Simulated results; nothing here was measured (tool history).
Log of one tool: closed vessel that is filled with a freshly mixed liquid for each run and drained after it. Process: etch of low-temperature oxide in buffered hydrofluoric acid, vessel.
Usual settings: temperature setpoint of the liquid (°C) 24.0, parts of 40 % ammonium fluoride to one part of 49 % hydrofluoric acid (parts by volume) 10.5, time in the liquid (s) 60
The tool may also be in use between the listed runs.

run,hour,temperature setpoint of the liquid (°C),parts of 40 % ammonium fluoride to one part of 49 % hydrofluoric acid (parts by volume),time in the liquid (s),wafers since the last listed run,hours since the thermometer was replaced,hours since the hydrofluoric acid flow meter was replaced,hours since the gauge calibration,"read-back film thickness of the low-temperature oxide reference wafer, read on the same gauge (nm)",thickness taken off the low-temperature oxide on a monitor wafer (angstrom)
1,0.0,24.0,9.0,60,0,262.3,962.4,791.3,60.00,2808.3
2,39.6,24.0,9.0,60,4111,301.9,1002.0,830.9,60.01,2818.7
3,71.6,24.0,9.0,60,3322,333.9,1034.0,862.9,59.98,2832.6
4,211.9,24.0,10.5,35,14567,474.2,1174.3,1003.2,60.00,1459.7
5,275.5,24.0,10.5,35,6603,537.8,1237.9,1066.8,59.99,1454.6
6,332.5,24.0,10.5,60,5918,594.8,1294.9,1123.8,59.99,2484.3
7,365.7,24.0,10.5,60,3447,628.0,1328.1,1157.0,59.99,2478.5
8,402.6,24.0,10.5,60,3831,664.9,1365.0,1193.9,60.02,2468.2
# hour 406.2: thermometer replaced
9,459.2,24.0,10.5,60,5772,53.0,1421.6,1250.5,59.99,2566.4
10,512.2,24.0,10.5,60,5502,106.0,1474.6,1303.5,59.99,2551.8
11,540.1,24.0,10.5,60,2896,133.9,1502.5,1331.4,59.99,2556.6
12,573.1,24.0,12.5,60,3426,166.9,1535.5,1364.4,60.00,2162.5
13,609.5,24.0,10.5,60,3779,203.3,1571.9,1400.8,59.99,2532.7
# hour 629.8: gauge calibrated
14,666.0,19.5,10.5,60,5866,259.8,1628.4,36.2,60.01,1981.6
15,737.5,24.0,7.5,60,7423,331.3,1699.9,107.7,60.01,3428.1
16,774.0,28.5,10.5,60,3789,367.8,1736.4,144.2,59.99,3225.9
# hour 805.8: hydrofluoric acid flow meter replaced
17,838.6,24.0,14.5,45,6603,432.4,32.8,208.8,60.00,1375.1
18,876.2,22.5,8.0,75,3903,470.0,70.4,246.4,60.00,3669.3
19,918.3,28.5,7.0,90,4371,512.1,112.5,288.5,60.01,7007.6
20,948.5,24.0,10.5,60,3135,542.3,142.7,318.7,60.01,2524.1
21,972.7,28.0,10.5,60,2512,566.5,166.9,342.9,59.99,3114.3
22,1013.7,24.0,10.5,60,4256,607.5,207.9,383.9,59.98,2484.5
23,1042.1,22.0,12.5,50,2948,635.9,236.3,412.3,60.00,1559.3
24,1088.8,24.0,13.5,35,4848,682.6,283.0,459.0,60.00,1138.2
25,1140.2,24.0,8.0,60,5336,734.0,334.4,510.4,60.00,3152.4

Forecast each of these 3 alternatives for the next run:
A,1140.9,24.0,10.5,60,72,734.7,335.1,511.1,?,?
B,1140.9,27.5,10.5,60,72,734.7,335.1,511.1,?,?
C,1140.9,22.0,9.0,85,72,734.7,335.1,511.1,?,?

run,"read-back film thickness of the low-temperature oxide reference wafer, read on the same gauge (nm)",thickness taken off the low-temperature oxide on a monitor wafer (angstrom)
A,59.99,2484.5
B,59.99,3002.9
C,59.99,3532.2
Without the tool's hidden state the same runs would have given:
run,thickness taken off the low-temperature oxide on a monitor wafer (angstrom)
A,2575.7
B,3110.6
C,3663.6
